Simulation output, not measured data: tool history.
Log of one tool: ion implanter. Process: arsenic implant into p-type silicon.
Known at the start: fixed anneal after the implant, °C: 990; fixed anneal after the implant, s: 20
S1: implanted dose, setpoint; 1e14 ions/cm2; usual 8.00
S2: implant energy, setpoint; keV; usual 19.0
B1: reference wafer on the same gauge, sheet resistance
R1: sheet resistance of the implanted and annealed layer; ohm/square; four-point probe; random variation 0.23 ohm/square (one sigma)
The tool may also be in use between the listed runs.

Run 1, day 0.000: usual settings; B1 161.01. Result: R1 146.93 ohm/square.
Run 2, day 0.288: usual settings; B1 161.07. Result: R1 146.43 ohm/square.
Run 3, day 0.817: usual settings; B1 161.02. Result: R1 146.73 ohm/square.
Run 4, day 1.533: usual settings but S1 6.44 1e14 ions/cm2; B1 160.97. Result: R1 166.27 ohm/square.
Run 5, day 2.004: usual settings but S1 6.44 1e14 ions/cm2; B1 161.03. Result: R1 166.43 ohm/square.
Run 6, day 2.262: usual settings but S1 8.74 1e14 ions/cm2, S2 16.0 keV; B1 160.99. Result: R1 146.08 ohm/square.
Run 7, day 2.992: usual settings; B1 160.98. Result: R1 146.36 ohm/square.
Run 8, day 3.425: usual settings; B1 161.01. Result: R1 146.30 ohm/square.
Run 9, day 3.800: usual settings but S1 6.42 1e14 ions/cm2; B1 161.02. Result: R1 166.30 ohm/square.
Run 10, day 4.342: usual settings but S1 6.42 1e14 ions/cm2; B1 160.97. Result: R1 167.22 ohm/square.
Run 11, day 4.712: usual settings; B1 161.02. Result: R1 146.60 ohm/square.
Run 12, day 5.150: usual settings; B1 161.04. Result: R1 146.59 ohm/square.
At day 7.188: extraction supply calibrated.
Run 13, day 7.208: usual settings; B1 161.01. Result: R1 146.92 ohm/square.
Run 14, day 7.692: usual settings but S2 23.0 keV; B1 161.01. Result: R1 139.69 ohm/square.
Run 15, day 8.262: usual settings but S2 23.0 keV; B1 161.00. Result: R1 139.82 ohm/square.
At day 8.388: gauge calibrated.
Run 16, day 8.842: usual settings but S1 6.52 1e14 ions/cm2, S2 12.5 keV; B1 161.01. Result: R1 176.85 ohm/square.
Run 17, day 9.183: usual settings but S1 6.65 1e14 ions/cm2; B1 160.95. Result: R1 162.93 ohm/square.
Run 18, day 9.438: usual settings; B1 161.00. Result: R1 146.33 ohm/square.
At day 10.117: Faraday cup replaced and dose calibrated.
Run 19, day 10.146: usual settings but S1 5.96 1e14 ions/cm2, S2 24.0 keV; B1 160.98. Result: R1 172.47 ohm/square.
Run 20, day 10.646: usual settings but S1 9.68 1e14 ions/cm2, S2 17.0 keV; B1 160.98. Result: R1 139.79 ohm/square.
Run 21, day 11.325: usual settings but S1 9.08 1e14 ions/cm2; B1 161.00. Result: R1 139.87 ohm/square.
Run 22, day 11.688: usual settings but S1 10.31 1e14 ions/cm2, S2 25.5 keV; B1 161.02. Result: R1 120.08 ohm/square.
Run 23, day 12.350: usual settings but S1 9.50 1e14 ions/cm2, S2 23.5 keV; B1 160.95. Result: R1 128.46 ohm/square.
Run 24, day 13.062: usual settings but S1 10.12 1e14 ions/cm2; B1 160.97. Result: R1 132.05 ohm/square.
Run 25, day 13.358: usual settings but S2 15.0 keV; B1 161.04. Result: R1 157.54 ohm/square.
Run 26, day 14.062: usual settings but S1 9.84 1e14 ions/cm2, S2 15.5 keV; B1 160.99. Result: R1 141.62 ohm/square.
Run 27, day 14.338: usual settings but S1 6.76 1e14 ions/cm2, S2 17.0 keV; B1 161.04. Result: R1 167.55 ohm/square.
Run 28, day 14.662: usual settings; B1 161.05. Result: R1 148.76 ohm/square.
Run 29, day 15.204: usual settings but S1 9.00 1e14 ions/cm2; B1 161.00. Result: R1 139.64 ohm/square.
Run 30, day 15.583: usual settings but S1 6.22 1e14 ions/cm2, S2 15.0 keV; B1 160.98. Result: R1 179.67 ohm/square.
Run 31, day 16.317: usual settings; B1 161.05. Result: R1 148.97 ohm/square.

The tool's hidden state at each run:
deviation of the true energy from its setpoint, %: 0 in every run
gauge reads high (%): 0 in every run
H1: deviation of the true dose from the Faraday cup's reading, %
run     H1
  1   3.93
  2   3.94
  3   3.95
  4   3.98
  5   3.99
  6      4
  7   4.02
  8   4.03
  9   4.04
 10   4.06
 11   4.07
 12   4.08
 13   4.13
 14   4.14
 15   4.15
 16   4.16
 17   4.17
 18   4.17
 19  0.128
 20  0.266
 21  0.447
 22  0.542
 23   0.71
 24  0.883
 25  0.954
 26   1.12
 27   1.18
 28   1.25
 29   1.37
 30   1.45
 31    1.6
